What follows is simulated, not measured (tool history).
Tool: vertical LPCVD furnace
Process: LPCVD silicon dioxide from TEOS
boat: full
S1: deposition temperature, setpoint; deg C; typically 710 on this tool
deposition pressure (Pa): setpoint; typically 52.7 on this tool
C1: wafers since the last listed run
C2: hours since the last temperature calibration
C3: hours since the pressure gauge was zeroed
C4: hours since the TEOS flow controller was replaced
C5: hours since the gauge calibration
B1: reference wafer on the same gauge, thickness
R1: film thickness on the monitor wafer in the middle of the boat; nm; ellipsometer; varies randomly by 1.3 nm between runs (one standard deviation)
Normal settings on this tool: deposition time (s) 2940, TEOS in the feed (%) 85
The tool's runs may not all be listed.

run 1 hour=0.0 | S1=710 deposition_pressure_(Pa)=52.7 deposition_time_(s)=2940 TEOS_in_the_feed_(%)=85 | C1=0 C2=1548.3 C3=2146.6 C4=1281.3 C5=387.0 | B1=601.93 | R1=632.21
run 2 hour=53.0 | S1=710 deposition_pressure_(Pa)=52.7 deposition_time_(s)=2940 TEOS_in_the_feed_(%)=85 | C1=658 C2=1601.3 C3=2199.6 C4=1334.3 C5=440.0 | B1=601.78 | R1=634.78
run 3 hour=92.5 | S1=710 deposition_pressure_(Pa)=52.7 deposition_time_(s)=2940 TEOS_in_the_feed_(%)=85 | C1=490 C2=1640.8 C3=2239.1 C4=1373.8 C5=479.5 | B1=601.79 | R1=632.72
run 4 hour=117.4 | S1=710 deposition_pressure_(Pa)=52.7 deposition_time_(s)=2940 TEOS_in_the_feed_(%)=85 | C1=309 C2=1665.7 C3=2264.0 C4=1398.7 C5=504.4 | B1=601.61 | R1=633.67
run 5 hour=173.9 | S1=710 deposition_pressure_(Pa)=52.7 deposition_time_(s)=2940 TEOS_in_the_feed_(%)=85 | C1=702 C2=1722.2 C3=2320.5 C4=1455.2 C5=560.9 | B1=601.63 | R1=634.68
run 6 hour=203.2 | S1=710 deposition_pressure_(Pa)=52.7 deposition_time_(s)=2940 TEOS_in_the_feed_(%)=85 | C1=364 C2=1751.5 C3=2349.8 C4=1484.5 C5=590.2 | B1=601.97 | R1=633.01
run 7 hour=242.1 | S1=710 deposition_pressure_(Pa)=52.7 deposition_time_(s)=2940 TEOS_in_the_feed_(%)=85 | C1=483 C2=1790.4 C3=2388.7 C4=1523.4 C5=629.1 | B1=602.01 | R1=633.83
run 8 hour=283.8 | S1=710 deposition_pressure_(Pa)=56.7 deposition_time_(s)=2940 TEOS_in_the_feed_(%)=85 | C1=518 C2=1832.1 C3=2430.4 C4=1565.1 C5=670.8 | B1=601.30 | R1=656.93
run 9 hour=326.7 | S1=710 deposition_pressure_(Pa)=56.7 deposition_time_(s)=2940 TEOS_in_the_feed_(%)=85 | C1=533 C2=1875.0 C3=2473.3 C4=1608.0 C5=713.7 | B1=602.09 | R1=655.30
run 10 hour=390.1 | S1=710 deposition_pressure_(Pa)=52.7 deposition_time_(s)=2940 TEOS_in_the_feed_(%)=79 | C1=787 C2=1938.4 C3=2536.7 C4=1671.4 C5=777.1 | B1=601.66 | R1=610.65
run 11 hour=415.3 | S1=710 deposition_pressure_(Pa)=56.0 deposition_time_(s)=2940 TEOS_in_the_feed_(%)=74 | C1=313 C2=1963.6 C3=2561.9 C4=1696.6 C5=802.3 | B1=601.69 | R1=610.30
run 12 hour=469.3 | S1=710 deposition_pressure_(Pa)=56.0 deposition_time_(s)=2940 TEOS_in_the_feed_(%)=74 | C1=671 C2=2017.6 C3=2615.9 C4=1750.6 C5=856.3 | B1=601.98 | R1=609.21
run 13 hour=504.8 | S1=699 deposition_pressure_(Pa)=52.7 deposition_time_(s)=1860 TEOS_in_the_feed_(%)=85 | C1=441 C2=2053.1 C3=2651.4 C4=1786.1 C5=891.8 | B1=602.10 | R1=311.59
run 14 hour=561.7 | S1=710 deposition_pressure_(Pa)=52.7 deposition_time_(s)=2940 TEOS_in_the_feed_(%)=79 | C1=707 C2=2110.0 C3=2708.3 C4=1843.0 C5=948.7 | B1=602.49 | R1=613.14
-- hour=615.6 pressure gauge zeroed
run 15 hour=740.0 | S1=722 deposition_pressure_(Pa)=52.7 deposition_time_(s)=2940 TEOS_in_the_feed_(%)=73 | C1=1917 C2=2288.3 C3=124.4 C4=2021.3 C5=1127.0 | B1=601.74 | R1=752.90
run 16 hour=805.2 | S1=722 deposition_pressure_(Pa)=41.3 deposition_time_(s)=1890 TEOS_in_the_feed_(%)=90 | C1=810 C2=2353.5 C3=189.6 C4=2086.5 C5=1192.2 | B1=602.10 | R1=475.78
-- hour=818.4 gauge calibrated
run 17 hour=852.0 | S1=710 deposition_pressure_(Pa)=52.7 deposition_time_(s)=2940 TEOS_in_the_feed_(%)=85 | C1=581 C2=2400.3 C3=236.4 C4=2133.3 C5=33.6 | B1=602.08 | R1=622.06
-- hour=916.0 thermocouples replaced and temperature profile calibrated
-- hour=927.9 TEOS flow controller replaced
run 18 hour=972.3 | S1=710 deposition_pressure_(Pa)=48.7 deposition_time_(s)=2940 TEOS_in_the_feed_(%)=72 | C1=1048 C2=56.3 C3=356.7 C4=44.4 C5=153.9 | B1=602.36 | R1=536.17
run 19 hour=1018.9 | S1=700 deposition_pressure_(Pa)=52.7 deposition_time_(s)=2610 TEOS_in_the_feed_(%)=97 | C1=579 C2=102.9 C3=403.3 C4=91.0 C5=200.5 | B1=602.29 | R1=459.03
run 20 hour=1079.8 | S1=710 deposition_pressure_(Pa)=52.7 deposition_time_(s)=2460 TEOS_in_the_feed_(%)=69 | C1=756 C2=163.8 C3=464.2 C4=151.9 C5=261.4 | B1=601.99 | R1=460.50
run 21 hour=1134.5 | S1=710 deposition_pressure_(Pa)=52.7 deposition_time_(s)=2940 TEOS_in_the_feed_(%)=97 | C1=679 C2=218.5 C3=518.9 C4=206.6 C5=316.1 | B1=602.20 | R1=652.32
run 22 hour=1175.2 | S1=700 deposition_pressure_(Pa)=52.7 deposition_time_(s)=2610 TEOS_in_the_feed_(%)=97 | C1=505 C2=259.2 C3=559.6 C4=247.3 C5=356.8 | B1=602.38 | R1=459.78
run 23 hour=1238.6 | S1=716 deposition_pressure_(Pa)=63.3 deposition_time_(s)=2340 TEOS_in_the_feed_(%)=72 | C1=787 C2=322.6 C3=623.0 C4=310.7 C5=420.2 | B1=602.17 | R1=561.41
run 24 hour=1264.8 | S1=698 deposition_pressure_(Pa)=52.7 deposition_time_(s)=2940 TEOS_in_the_feed_(%)=71 | C1=325 C2=348.8 C3=649.2 C4=336.9 C5=446.4 | B1=601.82 | R1=425.69

Subtracting, for every run, the result it would have given without the tool's unlogged condition from the measured result gives the following. The same run-to-run variation enters both numbers; the gauge's scatter may not:
Hidden conditions of the tool in this case: true tube temperature minus thermocouple reading, K; true pressure minus gauge reading, mTorr; deviation of the TEOS flow from its setpoint, %; gauge reads high (%).
run=1 R1=+31.18
run=2 R1=+31.57
run=3 R1=+31.65
run=4 R1=+31.81
run=5 R1=+32.11
run=6 R1=+32.14
run=7 R1=+32.34
run=8 R1=+32.62
run=9 R1=+32.69
run=10 R1=+31.67
run=11 R1=+30.89
run=12 R1=+30.99
run=13 R1=+16.52
run=14 R1=+32.29
run=15 R1=+21.46
run=16 R1=+14.53
run=17 R1=+19.81
run=18 R1=+4.85
run=19 R1=+5.06
run=20 R1=+6.31
run=21 R1=+10.45
run=22 R1=+8.21
run=23 R1=+10.34
run=24 R1=+9.07
